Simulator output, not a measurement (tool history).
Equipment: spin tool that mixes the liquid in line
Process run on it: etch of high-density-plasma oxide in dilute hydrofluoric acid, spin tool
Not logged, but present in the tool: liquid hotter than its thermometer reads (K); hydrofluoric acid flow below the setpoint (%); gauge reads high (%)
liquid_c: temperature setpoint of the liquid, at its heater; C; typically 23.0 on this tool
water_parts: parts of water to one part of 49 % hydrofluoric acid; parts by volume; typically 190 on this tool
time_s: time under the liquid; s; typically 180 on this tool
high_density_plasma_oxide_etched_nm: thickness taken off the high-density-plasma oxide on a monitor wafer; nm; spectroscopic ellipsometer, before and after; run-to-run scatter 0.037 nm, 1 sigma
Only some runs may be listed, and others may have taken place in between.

run	hour	liquid_c	water_parts	time_s	wafers since the last listed run	hours since the thermometer was replaced	hours since the hydrofluoric acid flow meter was replaced	hours since the gauge calibration	read-back film thickness of the high-density-plasma oxide reference wafer, read on the same gauge (nm)	high_density_plasma_oxide_etched_nm
1	0.0	23.0	190	180	0	907.1	589.2	196.3	29.964	4.892
2	19.2	23.0	190	180	84	926.3	608.4	215.5	30.004	4.845
3	44.8	23.0	190	180	112	951.9	634.0	241.1	30.021	4.921
4	69.6	23.0	190	180	108	976.7	658.8	265.9	29.973	4.821
5	116.8	23.0	190	180	206	1023.9	706.0	313.1	30.002	4.785
6	173.1	23.0	190	180	246	1080.2	762.3	369.4	29.989	4.822
7	194.6	23.0	190	180	94	1101.7	783.8	390.9	30.026	4.847
8	216.0	23.0	190	180	93	1123.1	805.2	412.3	30.026	4.798
9	228.1	20.5	160	180	52	1135.2	817.3	424.4	29.974	5.376
10	244.2	23.0	190	180	70	1151.3	833.4	440.5	29.981	4.765
# hour 247.3: gauge calibrated
11	257.2	23.0	190	180	56	1164.3	846.4	9.9	29.977	4.787
12	288.1	23.0	190	180	135	1195.2	877.3	40.8	29.993	4.752
13	322.2	23.0	240	180	149	1229.3	911.4	74.9	30.005	3.574
# hour 339.4: thermometer replaced
# hour 342.9: hydrofluoric acid flow meter replaced
14	353.7	23.0	190	225	129	14.3	10.8	106.4	29.980	6.331
15	373.6	23.0	230	180	87	34.2	30.7	126.3	29.995	4.004
16	407.3	23.0	165	180	147	67.9	64.4	160.0	29.980	5.936
17	424.9	23.0	190	180	77	85.5	82.0	177.6	30.001	4.945
18	451.4	24.5	100	180	115	112.0	108.5	204.1	30.005	11.204
19	478.6	27.5	255	225	119	139.2	135.7	231.3	29.995	5.069

Below are 4 alternative next runs, each starting from the tool's condition after run 19. Predict each:
A	479.1	23.0	140	180	2	139.7	136.2	231.8	?	?
B	479.1	26.5	225	95	2	139.7	136.2	231.8	?	?
C	479.1	26.5	115	180	2	139.7	136.2	231.8	?	?
D	479.1	25.5	255	180	2	139.7	136.2	231.8	?	?

run	read-back film thickness of the high-density-plasma oxide reference wafer, read on the same gauge (nm)	high_density_plasma_oxide_etched_nm
A	30.010	7.219
B	30.010	2.450
C	30.010	10.367
D	30.010	3.827
Stripped of hidden state, with their random variation kept, the same runs would have yielded:
run	high_density_plasma_oxide_etched_nm
A	7.399
B	2.516
C	10.623
D	3.932
